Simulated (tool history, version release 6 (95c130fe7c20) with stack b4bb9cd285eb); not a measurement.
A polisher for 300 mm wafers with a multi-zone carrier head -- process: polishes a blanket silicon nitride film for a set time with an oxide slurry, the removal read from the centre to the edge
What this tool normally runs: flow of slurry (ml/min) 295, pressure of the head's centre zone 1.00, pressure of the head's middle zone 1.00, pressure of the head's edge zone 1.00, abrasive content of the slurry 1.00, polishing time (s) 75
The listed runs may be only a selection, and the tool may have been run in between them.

| run | hour | flow of slurry (ml/min) | pressure of the head's centre zone | pressure of the head's middle zone | pressure of the head's edge zone | abrasive content of the slurry | polishing time (s) | wafers since the last listed run | wafers polished on this pad | hours since the slurry nozzle was cleaned | hours since the centre zone pressure was calibrated | hours since the edge zone pressure was calibrated | hours since the carrier head's membrane was replaced | incoming thickness of the incoming film, nm | film removed at the wafer's centre (angstrom) | film removed at mid-radius (angstrom) | film removed at the wafer's edge (angstrom) |
|---|---|---|---|---|---|---|---|---|---|---|---|---|---|---|---|---|---|
| 1 | 0.0 | 295 | 1.00 | 1.00 | 1.00 | 1.00 | 75 | 0 | 6456 | 444.4 | 547.8 | 77.6 | 215.3 | 519.7 | 572 | 512 | 509 |
|  | 89.9 | centre zone pressure recalibrated |
| 2 | 163.2 | 295 | 0.89 | 1.00 | 1.05 | 1.00 | 75 | 2231 | 8687 | 607.6 | 73.3 | 240.8 | 378.5 | 505.8 | 479 | 512 | 514 |
|  | 187.6 | worn pad replaced by a new one |
| 3 | 206.2 | 390 | 1.00 | 1.00 | 1.10 | 1.00 | 50 | 539 | 257 | 650.6 | 116.3 | 283.8 | 421.5 | 512.0 | 367 | 353 | 355 |
| 4 | 243.9 | 295 | 1.00 | 1.00 | 1.00 | 1.00 | 75 | 521 | 779 | 688.3 | 154.0 | 321.5 | 459.2 | 517.4 | 539 | 509 | 515 |
| 5 | 287.6 | 295 | 0.95 | 1.00 | 1.00 | 1.00 | 75 | 604 | 1384 | 732.0 | 197.7 | 365.2 | 502.9 | 500.0 | 534 | 513 | 516 |
| 6 | 331.6 | 295 | 1.00 | 1.00 | 1.00 | 1.00 | 75 | 609 | 1993 | 776.0 | 241.7 | 409.2 | 546.9 | 514.3 | 562 | 506 | 516 |
| 7 | 380.3 | 295 | 0.90 | 1.00 | 1.03 | 1.00 | 75 | 674 | 2667 | 824.7 | 290.4 | 457.9 | 595.6 | 511.9 | 505 | 511 | 518 |
|  | 459.4 | slurry nozzle cleaned |
| 8 | 459.9 | 295 | 1.11 | 1.00 | 0.88 | 1.25 | 75 | 1088 | 3755 | 0.5 | 370.0 | 537.5 | 675.2 | 504.5 | 672 | 550 | 524 |
|  | 512.6 | carrier head's membrane replaced by a new one |
| 9 | 529.2 | 295 | 0.95 | 1.00 | 1.00 | 0.80 | 75 | 890 | 4645 | 69.8 | 439.3 | 606.8 | 16.6 | 504.0 | 518 | 480 | 484 |
| 10 | 645.2 | 365 | 1.00 | 1.00 | 0.90 | 1.00 | 75 | 1605 | 6251 | 185.8 | 555.3 | 722.8 | 132.6 | 516.4 | 584 | 526 | 506 |
|  | 650.0 | edge zone pressure recalibrated |
| 11 | 744.9 | 225 | 1.07 | 1.00 | 1.00 | 1.00 | 75 | 1352 | 7604 | 285.5 | 655.0 | 94.9 | 232.3 | 506.1 | 606 | 491 | 504 |
|  | 774.2 | centre zone pressure recalibrated |
|  | 790.3 | worn pad replaced by a new one |
| 12 | 833.5 | 265 | 1.05 | 1.00 | 1.07 | 1.00 | 62 | 1143 | 598 | 374.1 | 59.3 | 183.5 | 320.9 | 512.3 | 448 | 416 | 433 |
| 13 | 906.5 | 295 | 1.00 | 1.00 | 1.11 | 0.70 | 75 | 1010 | 1608 | 447.1 | 132.3 | 256.5 | 393.9 | 502.6 | 475 | 459 | 474 |
| 14 | 1009.4 | 295 | 1.00 | 1.00 | 1.00 | 1.00 | 68 | 1424 | 3033 | 550.0 | 235.2 | 359.4 | 496.8 | 510.0 | 482 | 467 | 459 |
| 15 | 1084.8 | 295 | 1.00 | 1.00 | 1.00 | 1.00 | 75 | 1043 | 4076 | 625.4 | 310.6 | 434.8 | 572.2 | 513.2 | 537 | 516 | 512 |
| 16 | 1128.1 | 295 | 1.00 | 1.00 | 1.00 | 0.80 | 54 | 599 | 4676 | 668.7 | 353.9 | 478.1 | 615.5 | 516.5 | 369 | 341 | 346 |

Run 17 is up next; what results do you expect?
| 17 | 1225.2 | 295 | 0.89 | 1.09 | 1.07 | 1.00 | 75 | 1344 | 6020 | 765.8 | 451.0 | 575.2 | 712.6 | 509.4 | ? | ? | ? |

Run 17 gave film removed at the wafer's centre (angstrom) 503, film removed at mid-radius (angstrom) 557, film removed at the wafer's edge (angstrom) 527.
Minus the tool's unlogged condition, the same run would have read film removed at the wafer's centre (angstrom) 474, film removed at mid-radius (angstrom) 558, film removed at the wafer's edge (angstrom) 527.
